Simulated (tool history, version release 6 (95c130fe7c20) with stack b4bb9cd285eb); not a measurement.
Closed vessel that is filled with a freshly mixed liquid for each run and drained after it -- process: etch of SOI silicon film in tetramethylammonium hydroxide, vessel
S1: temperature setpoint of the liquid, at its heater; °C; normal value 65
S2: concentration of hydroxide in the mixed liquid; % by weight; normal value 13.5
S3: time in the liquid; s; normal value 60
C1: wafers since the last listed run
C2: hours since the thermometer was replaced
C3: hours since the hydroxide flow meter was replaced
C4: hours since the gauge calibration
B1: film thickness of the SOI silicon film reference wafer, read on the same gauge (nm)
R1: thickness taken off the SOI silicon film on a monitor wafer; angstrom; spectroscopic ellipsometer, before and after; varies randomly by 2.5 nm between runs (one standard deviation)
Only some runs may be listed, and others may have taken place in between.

| run | day | S1 | S2 | S3 | C1 | C2 | C3 | C4 | B1 | R1 |
|---|---|---|---|---|---|---|---|---|---|---|
| 1 | 0 | 65 | 13.5 | 60 | 0 | 2367.2 | 877.9 | 106.6 | 100.01 | 2900 |
| 2 | 1.729 | 65 | 13.5 | 60 | 3627 | 2408.7 | 919.4 | 148.1 | 99.98 | 2881.7 |
| 3 | 4.379 | 65 | 13.5 | 60 | 5560 | 2472.3 | 983 | 211.7 | 99.99 | 2883 |
| 4 | 5.817 | 65 | 13.5 | 60 | 3016 | 2506.8 | 1017.5 | 246.2 | 99.97 | 2917.5 |
| 5 | 8.662 | 60.5 | 13.5 | 60 | 5970 | 2575.1 | 1085.8 | 314.5 | 99.99 | 2189 |
| 6 | 10.671 | 60.5 | 13.5 | 60 | 4213 | 2623.3 | 1134 | 362.7 | 100.01 | 2200 |
| 7 | 12 | 65 | 13.5 | 60 | 2788 | 2655.2 | 1165.9 | 394.6 | 99.99 | 2964.2 |
| 8 | 13.179 | 59 | 13.5 | 60 | 2474 | 2683.5 | 1194.2 | 422.9 | 99.99 | 2021 |
| 9 | 15.938 | 59 | 13.5 | 60 | 5787 | 2749.7 | 1260.4 | 489.1 | 100 | 2045.1 |
| 10 | 18.817 | 65 | 13.5 | 60 | 6040 | 2818.8 | 1329.5 | 558.2 | 100.01 | 2898.5 |
| 11 | 21.288 | 65 | 13.5 | 60 | 5184 | 2878.1 | 1388.8 | 617.5 | 99.99 | 2914.2 |
| 12 | 22.338 | 65 | 13.5 | 60 | 2203 | 2903.3 | 1414 | 642.7 | 100.01 | 2972.2 |
| 13 | 24.129 | 65 | 13.5 | 60 | 3759 | 2946.3 | 1457 | 685.7 | 99.99 | 2935.4 |
| 14 | 25.529 | 65 | 13.5 | 60 | 2937 | 2979.9 | 1490.6 | 719.3 | 100 | 2905.3 |
|  | 26.421 | gauge calibrated |
| 15 | 26.796 | 60.5 | 15.5 | 60 | 2657 | 3010.3 | 1521 | 9 | 100.01 | 2081.5 |
| 16 | 29.388 | 65 | 13.5 | 60 | 5437 | 3072.5 | 1583.2 | 71.2 | 100.02 | 2918.7 |
|  | 30.396 | thermometer replaced |
| 17 | 30.7 | 68 | 13.5 | 30 | 2666 | 7.3 | 1614.7 | 102.7 | 99.99 | 1902 |
| 18 | 33.062 | 62.5 | 10 | 75 | 4956 | 64 | 1671.4 | 159.4 | 100 | 3815.9 |
| 19 | 35.454 | 65 | 13.5 | 60 | 5018 | 121.4 | 1728.8 | 216.8 | 100.01 | 3165.9 |
|  | 35.575 | hydroxide flow meter replaced |
| 20 | 37.538 | 70.5 | 13.5 | 60 | 4283 | 171.4 | 47.1 | 266.8 | 100 | 4160.4 |
| 21 | 38.567 | 65 | 17 | 80 | 2159 | 196.1 | 71.8 | 291.5 | 100 | 3608.4 |
| 22 | 41.029 | 65 | 13.5 | 60 | 5166 | 255.2 | 130.9 | 350.6 | 100.01 | 3021.9 |
| 23 | 43.175 | 69 | 12 | 60 | 4502 | 306.7 | 182.4 | 402.1 | 99.99 | 4023.9 |
| 24 | 44.904 | 57.5 | 10.5 | 60 | 3627 | 348.2 | 223.9 | 443.6 | 100.01 | 2092.8 |
| 25 | 46 | 63 | 12 | 35 | 2299 | 374.5 | 250.2 | 469.9 | 100 | 1669 |
| 26 | 48.442 | 70.5 | 12.5 | 60 | 5122 | 433.1 | 308.8 | 528.5 | 100.01 | 4271.3 |
| 27 | 51.358 | 60 | 12.5 | 50 | 6119 | 503.1 | 378.8 | 598.5 | 100 | 1905.2 |

Hidden condition of the tool, last listed run before each entry between runs versus first listed run after:
From run 14 to run 15: gauge calibrated (day 26.421)
  liquid colder than its thermometer reads (K): 1.4 -> 1.41; hydroxide flow below the setpoint (%): 11.2 -> 11.5
  measured less the result without the state, R1: -95.4 -> -65.1 angstrom
From run 16 to run 17: thermometer replaced (day 30.396)
  liquid colder than its thermometer reads (K): 1.44 -> 0.00714; hydroxide flow below the setpoint (%): 11.9 -> 12.1
  measured less the result without the state, R1: -94.2 -> +103.7 angstrom
From run 19 to run 20: hydroxide flow meter replaced (day 35.575)
  liquid colder than its thermometer reads (K): 0.0593 -> 0.0822; hydroxide flow below the setpoint (%): 12.9 -> 1.07
  measured less the result without the state, R1: +174.5 -> +2 angstrom
